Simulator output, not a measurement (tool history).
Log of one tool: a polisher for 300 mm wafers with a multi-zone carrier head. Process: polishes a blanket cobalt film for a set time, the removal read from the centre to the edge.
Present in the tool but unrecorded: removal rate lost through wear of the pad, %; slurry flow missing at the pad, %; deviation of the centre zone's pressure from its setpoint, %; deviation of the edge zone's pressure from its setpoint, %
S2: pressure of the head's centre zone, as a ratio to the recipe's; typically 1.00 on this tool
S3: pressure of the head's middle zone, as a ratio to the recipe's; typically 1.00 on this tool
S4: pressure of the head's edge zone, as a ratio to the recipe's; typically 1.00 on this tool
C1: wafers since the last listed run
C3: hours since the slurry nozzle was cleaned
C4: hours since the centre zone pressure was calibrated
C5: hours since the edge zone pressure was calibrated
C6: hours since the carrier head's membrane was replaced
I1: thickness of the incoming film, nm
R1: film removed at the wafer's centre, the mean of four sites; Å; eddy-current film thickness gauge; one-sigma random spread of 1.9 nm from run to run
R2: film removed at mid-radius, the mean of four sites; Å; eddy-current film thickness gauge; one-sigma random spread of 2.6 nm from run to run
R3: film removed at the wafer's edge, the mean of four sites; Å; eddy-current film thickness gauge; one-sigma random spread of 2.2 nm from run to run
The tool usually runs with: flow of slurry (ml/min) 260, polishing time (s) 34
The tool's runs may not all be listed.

{"run": 1, "hour": 0.0, "flow of slurry (ml/min)": 260, "S2": 1.0, "S3": 1.0, "S4": 1.0, "polishing time (s)": 34, "C1": 0, "wafers polished on this pad": 1182, "C3": 138.1, "C4": 492.5, "C5": 727.7, "C6": 598.5, "I1": 1407.5, "R1": 1883, "R2": 1984, "R3": 1916}
{"run": 2, "hour": 59.1, "flow of slurry (ml/min)": 260, "S2": 1.0, "S3": 1.0, "S4": 1.0, "polishing time (s)": 34, "C1": 430, "wafers polished on this pad": 1612, "C3": 197.2, "C4": 551.6, "C5": 786.8, "C6": 657.6, "I1": 1411.7, "R1": 1878, "R2": 1924, "R3": 1879}
{"hour": 89.4, "done": "worn pad replaced by a new one"}
{"hour": 96.4, "done": "slurry nozzle cleaned"}
{"run": 3, "hour": 96.9, "flow of slurry (ml/min)": 260, "S2": 1.0, "S3": 1.0, "S4": 1.0, "polishing time (s)": 34, "C1": 238, "wafers polished on this pad": 47, "C3": 0.5, "C4": 589.4, "C5": 824.6, "C6": 695.4, "I1": 1403.2, "R1": 1994, "R2": 2034, "R3": 2016}
{"run": 4, "hour": 142.6, "flow of slurry (ml/min)": 260, "S2": 1.0, "S3": 1.0, "S4": 1.0, "polishing time (s)": 34, "C1": 332, "wafers polished on this pad": 380, "C3": 46.2, "C4": 635.1, "C5": 870.3, "C6": 741.1, "I1": 1407.8, "R1": 1951, "R2": 2020, "R3": 1961}
{"run": 5, "hour": 179.8, "flow of slurry (ml/min)": 260, "S2": 1.0, "S3": 1.0, "S4": 1.0, "polishing time (s)": 34, "C1": 270, "wafers polished on this pad": 650, "C3": 83.4, "C4": 672.3, "C5": 907.5, "C6": 778.3, "I1": 1379.4, "R1": 1951, "R2": 1994, "R3": 1955}
{"hour": 230.4, "done": "carrier head's membrane replaced by a new one"}
{"run": 6, "hour": 241.5, "flow of slurry (ml/min)": 260, "S2": 1.0, "S3": 1.0, "S4": 1.0, "polishing time (s)": 34, "C1": 412, "wafers polished on this pad": 1063, "C3": 145.1, "C4": 734.0, "C5": 969.2, "C6": 11.1, "I1": 1419.4, "R1": 1932, "R2": 1965, "R3": 1925}
{"run": 7, "hour": 298.0, "flow of slurry (ml/min)": 260, "S2": 1.0, "S3": 1.0, "S4": 1.0, "polishing time (s)": 37, "C1": 411, "wafers polished on this pad": 1474, "C3": 201.6, "C4": 790.5, "C5": 1025.7, "C6": 67.6, "I1": 1390.1, "R1": 2097, "R2": 2125, "R3": 2081}
{"run": 8, "hour": 332.2, "flow of slurry (ml/min)": 260, "S2": 1.0, "S3": 1.0, "S4": 1.0, "polishing time (s)": 37, "C1": 248, "wafers polished on this pad": 1723, "C3": 235.8, "C4": 824.7, "C5": 1059.9, "C6": 101.8, "I1": 1411.4, "R1": 2048, "R2": 2149, "R3": 2080}
{"hour": 351.5, "done": "slurry nozzle cleaned"}
{"hour": 358.1, "done": "worn pad replaced by a new one"}
{"run": 9, "hour": 379.7, "flow of slurry (ml/min)": 260, "S2": 1.0, "S3": 1.0, "S4": 1.0, "polishing time (s)": 37, "C1": 309, "wafers polished on this pad": 157, "C3": 28.2, "C4": 872.2, "C5": 1107.4, "C6": 149.3, "I1": 1422.9, "R1": 2114, "R2": 2163, "R3": 2138}
{"run": 10, "hour": 406.8, "flow of slurry (ml/min)": 260, "S2": 1.0, "S3": 1.0, "S4": 1.0, "polishing time (s)": 34, "C1": 197, "wafers polished on this pad": 354, "C3": 55.3, "C4": 899.3, "C5": 1134.5, "C6": 176.4, "I1": 1426.8, "R1": 1954, "R2": 1989, "R3": 1953}
{"run": 11, "hour": 457.5, "flow of slurry (ml/min)": 260, "S2": 0.91, "S3": 1.0, "S4": 0.94, "polishing time (s)": 34, "C1": 368, "wafers polished on this pad": 723, "C3": 106.0, "C4": 950.0, "C5": 1185.2, "C6": 227.1, "I1": 1405.2, "R1": 1763, "R2": 1918, "R3": 1851}
{"run": 12, "hour": 506.0, "flow of slurry (ml/min)": 260, "S2": 1.0, "S3": 1.0, "S4": 1.0, "polishing time (s)": 34, "C1": 352, "wafers polished on this pad": 1076, "C3": 154.5, "C4": 998.5, "C5": 1233.7, "C6": 275.6, "I1": 1408.9, "R1": 1930, "R2": 1959, "R3": 1959}
{"hour": 587.2, "done": "worn pad replaced by a new one"}
{"hour": 590.2, "done": "edge zone pressure recalibrated"}
{"hour": 597.9, "done": "slurry nozzle cleaned"}
{"run": 13, "hour": 644.9, "flow of slurry (ml/min)": 260, "S2": 0.89, "S3": 0.92, "S4": 1.0, "polishing time (s)": 30, "C1": 959, "wafers polished on this pad": 398, "C3": 47.0, "C4": 1137.4, "C5": 54.7, "C6": 414.5, "I1": 1426.6, "R1": 1536, "R2": 1695, "R3": 1714}
{"run": 14, "hour": 693.8, "flow of slurry (ml/min)": 195, "S2": 1.0, "S3": 1.0, "S4": 1.0, "polishing time (s)": 34, "C1": 355, "wafers polished on this pad": 754, "C3": 95.9, "C4": 1186.3, "C5": 103.6, "C6": 463.4, "I1": 1427.7, "R1": 1824, "R2": 1906, "R3": 1881}
{"run": 15, "hour": 761.1, "flow of slurry (ml/min)": 350, "S2": 1.0, "S3": 1.0, "S4": 0.94, "polishing time (s)": 34, "C1": 489, "wafers polished on this pad": 1243, "C3": 163.2, "C4": 1253.6, "C5": 170.9, "C6": 530.7, "I1": 1386.3, "R1": 2024, "R2": 2007, "R3": 1988}
{"hour": 765.7, "done": "centre zone pressure recalibrated"}
{"run": 16, "hour": 795.5, "flow of slurry (ml/min)": 260, "S2": 1.0, "S3": 0.91, "S4": 1.0, "polishing time (s)": 44, "C1": 235, "wafers polished on this pad": 1479, "C3": 197.6, "C4": 29.8, "C5": 205.3, "C6": 565.1, "I1": 1429.8, "R1": 2451, "R2": 2363, "R3": 2497}
{"hour": 805.1, "done": "worn pad replaced by a new one, of another model than before"}
{"run": 17, "hour": 852.7, "flow of slurry (ml/min)": 260, "S2": 1.0, "S3": 1.0, "S4": 1.0, "polishing time (s)": 34, "C1": 387, "wafers polished on this pad": 346, "C3": 254.8, "C4": 87.0, "C5": 262.5, "C6": 622.3, "I1": 1415.6, "R1": 1849, "R2": 1912, "R3": 1911}
{"hour": 871.0, "done": "slurry nozzle cleaned"}
{"hour": 909.6, "done": "carrier head's membrane replaced by a new one"}
{"run": 18, "hour": 1037.9, "flow of slurry (ml/min)": 260, "S2": 1.0, "S3": 1.0, "S4": 1.09, "polishing time (s)": 34, "C1": 1304, "wafers polished on this pad": 1650, "C3": 166.9, "C4": 272.2, "C5": 447.7, "C6": 128.3, "I1": 1387.2, "R1": 1820, "R2": 1915, "R3": 1989}

What will run 19 give?
{"hour": 1071.7, "done": "worn pad replaced by a new one"}
{"run": 19, "hour": 1092.7, "flow of slurry (ml/min)": 260, "S2": 0.9, "S3": 1.05, "S4": 1.0, "polishing time (s)": 38, "C1": 369, "wafers polished on this pad": 152, "C3": 221.7, "C4": 327.0, "C5": 502.5, "C6": 183.1, "I1": 1396.5, "R1": "?", "R2": "?", "R3": "?"}

{"run 19": {"R1": 1849, "R2": 2184, "R3": 2093}}
If the tool had no hidden condition, the same run with the same run-to-run variation would have returned R1 2016 Å, R2 2360 Å, R3 2217 Å.
